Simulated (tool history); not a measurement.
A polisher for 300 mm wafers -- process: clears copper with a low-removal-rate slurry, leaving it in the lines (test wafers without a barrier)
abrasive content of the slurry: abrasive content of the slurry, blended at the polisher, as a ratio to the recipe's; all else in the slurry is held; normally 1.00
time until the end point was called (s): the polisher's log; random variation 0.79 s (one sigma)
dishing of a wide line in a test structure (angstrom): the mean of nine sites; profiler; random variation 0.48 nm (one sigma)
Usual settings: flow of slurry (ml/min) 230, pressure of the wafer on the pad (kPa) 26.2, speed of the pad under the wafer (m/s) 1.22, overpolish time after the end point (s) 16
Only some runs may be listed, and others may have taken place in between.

run	hour	flow of slurry (ml/min)	pressure of the wafer on the pad (kPa)	speed of the pad under the wafer (m/s)	abrasive content of the slurry	overpolish time after the end point (s)	wafers since the last listed run	wafers polished on this pad	hours since the slurry nozzle was cleaned	hours since the head pressure was calibrated	hours since the slurry blender was calibrated	incoming thickness of the incoming film, nm	time until the end point was called (s)	dishing of a wide line in a test structure (angstrom)
1	0.0	230	26.2	1.22	0.85	16	0	1438	501.1	731.9	154.7	443.9	82.3	480
# hour 32.0: slurry nozzle cleaned
# hour 133.3: worn pad replaced by a new one
2	141.9	230	26.2	1.22	0.85	16	875	55	109.9	873.8	296.6	439.2	84.7	465
3	208.3	230	26.2	1.22	1.00	16	424	479	176.3	940.2	363.0	440.6	83.5	467
# hour 219.2: slurry blender recalibrated
# hour 263.3: head pressure recalibrated
4	349.7	230	26.2	1.22	1.00	16	878	1358	317.7	86.4	130.5	431.1	83.0	466
# hour 490.4: worn pad replaced by a new one
5	552.4	230	26.2	1.22	1.00	16	1270	396	520.4	289.1	333.2	444.1	85.3	459
# hour 575.0: slurry blender recalibrated
# hour 577.0: slurry nozzle cleaned
6	609.5	230	26.2	1.22	1.20	16	346	742	32.5	346.2	34.5	432.5	75.6	502
7	650.7	230	32.4	1.22	1.00	16	263	1006	73.7	387.4	75.7	442.8	70.3	540
8	694.4	230	32.4	1.22	1.00	16	279	1285	117.4	431.1	119.4	436.5	70.0	533
9	742.8	230	26.2	1.44	1.00	16	309	1595	165.8	479.5	167.8	438.2	69.5	524
# hour 803.4: worn pad replaced by a new one
10	803.9	230	26.2	1.44	1.00	16	365	3	226.9	540.6	228.9	446.1	71.6	511
11	835.1	230	26.2	1.44	1.00	16	199	202	258.1	571.8	260.1	437.0	69.4	529
12	860.0	230	26.2	1.22	1.00	11	159	362	283.0	596.7	285.0	438.2	83.7	366
# hour 911.1: slurry blender recalibrated
13	923.2	230	26.2	1.22	1.00	16	391	753	346.2	659.9	12.1	442.8	79.3	492
14	978.1	230	26.2	1.22	1.00	16	351	1104	401.1	714.8	67.0	434.6	77.0	482
15	1047.5	175	26.2	1.22	1.00	16	443	1548	470.5	784.2	136.4	440.7	82.2	470
16	1092.5	230	26.2	1.22	1.00	7	287	1836	515.5	829.2	181.4	435.6	79.1	264
# hour 1108.8: worn pad replaced by a new one
17	1133.2	230	26.2	1.22	1.00	16	234	156	556.2	869.9	222.1	448.8	84.1	481
18	1181.5	230	19.3	1.22	1.25	16	308	465	604.5	918.2	270.4	436.8	96.6	423
# hour 1233.6: slurry nozzle cleaned
19	1242.0	170	22.1	1.64	1.00	13	380	845	8.4	978.7	330.9	440.8	74.7	446
# hour 1266.0: head pressure recalibrated
# hour 1290.0: slurry blender recalibrated
20	1308.1	230	26.2	1.22	1.00	16	397	1243	74.5	42.1	18.1	447.8	82.0	479
21	1376.2	230	22.1	1.60	1.00	16	435	1678	142.6	110.2	86.2	449.0	72.0	504
22	1415.4	230	26.2	1.22	1.00	16	250	1929	181.8	149.4	125.4	443.6	82.3	473
# hour 1423.3: worn pad replaced by a new one
23	1455.1	230	26.2	1.22	0.80	16	228	203	221.5	189.1	165.1	438.7	83.6	456
24	1520.9	230	26.2	1.22	1.30	7	420	624	287.3	254.9	230.9	430.6	76.8	275
25	1571.1	230	26.2	1.22	1.15	16	321	945	337.5	305.1	281.1	435.5	79.8	484
26	1625.1	230	26.2	1.22	1.00	21	345	1290	391.5	359.1	335.1	436.7	82.9	548
# hour 1638.3: slurry blender recalibrated
27	1658.3	230	19.3	1.22	1.25	16	199	1490	424.7	392.3	20.0	444.5	94.2	438
28	1719.9	230	35.2	1.22	0.75	16	393	1884	486.3	453.9	81.6	441.5	67.4	547

Forecast each of these 4 alternatives for the next run:
A	1720.4	230	26.2	1.22	1.00	16	3	1887	486.8	454.4	82.1	436.3	?	?
B	1720.4	230	26.2	1.40	1.00	24	3	1887	486.8	454.4	82.1	436.3	?	?
C	1720.4	170	26.2	1.22	1.00	16	3	1887	486.8	454.4	82.1	436.3	?	?
D	1720.4	155	26.2	1.60	0.85	16	3	1887	486.8	454.4	82.1	436.3	?	?

run	time until the end point was called (s)	dishing of a wide line in a test structure (angstrom)
A	77.4	486
B	68.1	637
C	81.1	473
D	65.9	533
With the hidden condition removed and each run's random variation left untouched, the same runs would have given:
run	time until the end point was called (s)	dishing of a wide line in a test structure (angstrom)
A	82.2	465
B	72.3	615
C	86.1	452
D	70.0	512
